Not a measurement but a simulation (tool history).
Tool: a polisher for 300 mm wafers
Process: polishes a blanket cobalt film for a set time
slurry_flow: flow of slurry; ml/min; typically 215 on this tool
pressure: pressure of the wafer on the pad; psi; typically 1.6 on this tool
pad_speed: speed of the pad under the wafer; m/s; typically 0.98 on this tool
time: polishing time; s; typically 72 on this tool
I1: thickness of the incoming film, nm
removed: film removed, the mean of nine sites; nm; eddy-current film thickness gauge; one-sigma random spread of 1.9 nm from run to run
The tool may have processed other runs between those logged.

{"run": 1, "hour": 0.0, "slurry_flow": 215, "pressure": 1.6, "pad_speed": 0.98, "time": 72, "I1": 1443.0, "removed": 230.7}
{"run": 2, "hour": 56.0, "slurry_flow": 215, "pressure": 1.6, "pad_speed": 0.98, "time": 72, "I1": 1456.4, "removed": 228.2}
{"run": 3, "hour": 100.4, "slurry_flow": 215, "pressure": 1.6, "pad_speed": 0.98, "time": 72, "I1": 1456.4, "removed": 221.4}
{"hour": 138.2, "done": "worn pad replaced by a new one"}
{"run": 4, "hour": 170.9, "slurry_flow": 215, "pressure": 1.6, "pad_speed": 0.98, "time": 72, "I1": 1437.9, "removed": 234.1}
{"run": 5, "hour": 209.8, "slurry_flow": 215, "pressure": 1.6, "pad_speed": 0.98, "time": 72, "I1": 1434.1, "removed": 230.3}
{"run": 6, "hour": 255.3, "slurry_flow": 215, "pressure": 1.6, "pad_speed": 0.98, "time": 72, "I1": 1419.8, "removed": 227.1}
{"run": 7, "hour": 281.2, "slurry_flow": 235, "pressure": 1.6, "pad_speed": 0.98, "time": 72, "I1": 1454.8, "removed": 228.2}
{"hour": 314.0, "done": "slurry nozzle cleaned"}
{"hour": 330.7, "done": "worn pad replaced by a new one"}
{"run": 8, "hour": 331.8, "slurry_flow": 235, "pressure": 1.6, "pad_speed": 0.98, "time": 72, "I1": 1420.7, "removed": 232.1}
{"run": 9, "hour": 365.4, "slurry_flow": 235, "pressure": 1.6, "pad_speed": 0.98, "time": 72, "I1": 1455.6, "removed": 230.8}
{"run": 10, "hour": 403.1, "slurry_flow": 235, "pressure": 1.6, "pad_speed": 0.98, "time": 72, "I1": 1452.6, "removed": 230.7}
{"run": 11, "hour": 430.8, "slurry_flow": 150, "pressure": 1.6, "pad_speed": 0.98, "time": 72, "I1": 1430.9, "removed": 214.8}
{"run": 12, "hour": 475.0, "slurry_flow": 155, "pressure": 1.6, "pad_speed": 1.1, "time": 72, "I1": 1428.6, "removed": 243.3}
{"hour": 528.5, "done": "head pressure recalibrated"}
{"run": 13, "hour": 541.2, "slurry_flow": 215, "pressure": 1.6, "pad_speed": 0.98, "time": 65, "I1": 1411.3, "removed": 220.9}
{"hour": 561.0, "done": "worn pad replaced by a new one"}
{"run": 14, "hour": 602.4, "slurry_flow": 215, "pressure": 1.6, "pad_speed": 0.98, "time": 72, "I1": 1411.8, "removed": 252.0}
{"run": 15, "hour": 651.4, "slurry_flow": 280, "pressure": 1.4, "pad_speed": 0.98, "time": 82, "I1": 1420.1, "removed": 259.3}
{"run": 16, "hour": 716.1, "slurry_flow": 215, "pressure": 1.6, "pad_speed": 0.98, "time": 72, "I1": 1443.4, "removed": 236.9}
{"hour": 771.1, "done": "worn pad replaced by a new one"}
{"run": 17, "hour": 771.6, "slurry_flow": 160, "pressure": 1.6, "pad_speed": 1.1, "time": 65, "I1": 1433.1, "removed": 238.3}
{"hour": 774.9, "done": "slurry nozzle cleaned"}
{"run": 18, "hour": 797.9, "slurry_flow": 150, "pressure": 1.3, "pad_speed": 0.98, "time": 60, "I1": 1450.9, "removed": 164.4}

What if the next run were any one of these 5? Each begins from the tool's condition after run 18:
{"run": "A", "hour": 798.3, "slurry_flow": 285, "pressure": 1.6, "pad_speed": 0.98, "time": 72, "I1": 1437.2, "removed": "?"}
{"run": "B", "hour": 798.3, "slurry_flow": 215, "pressure": 1.8, "pad_speed": 1.22, "time": 72, "I1": 1437.2, "removed": "?"}
{"run": "C", "hour": 798.3, "slurry_flow": 215, "pressure": 1.6, "pad_speed": 0.74, "time": 53, "I1": 1437.2, "removed": "?"}
{"run": "D", "hour": 798.3, "slurry_flow": 265, "pressure": 1.8, "pad_speed": 1.22, "time": 72, "I1": 1437.2, "removed": "?"}
{"run": "E", "hour": 798.3, "slurry_flow": 260, "pressure": 1.2, "pad_speed": 0.76, "time": 87, "I1": 1437.2, "removed": "?"}

run=A removed=248.6
run=B removed=327.2
run=C removed=134.0
run=D removed=334.9
run=E removed=189.4
Without the tool's unlogged condition, the same runs would have read:
run=A removed=262.7
run=B removed=345.7
run=C removed=141.7
run=D removed=353.9
run=E removed=200.2
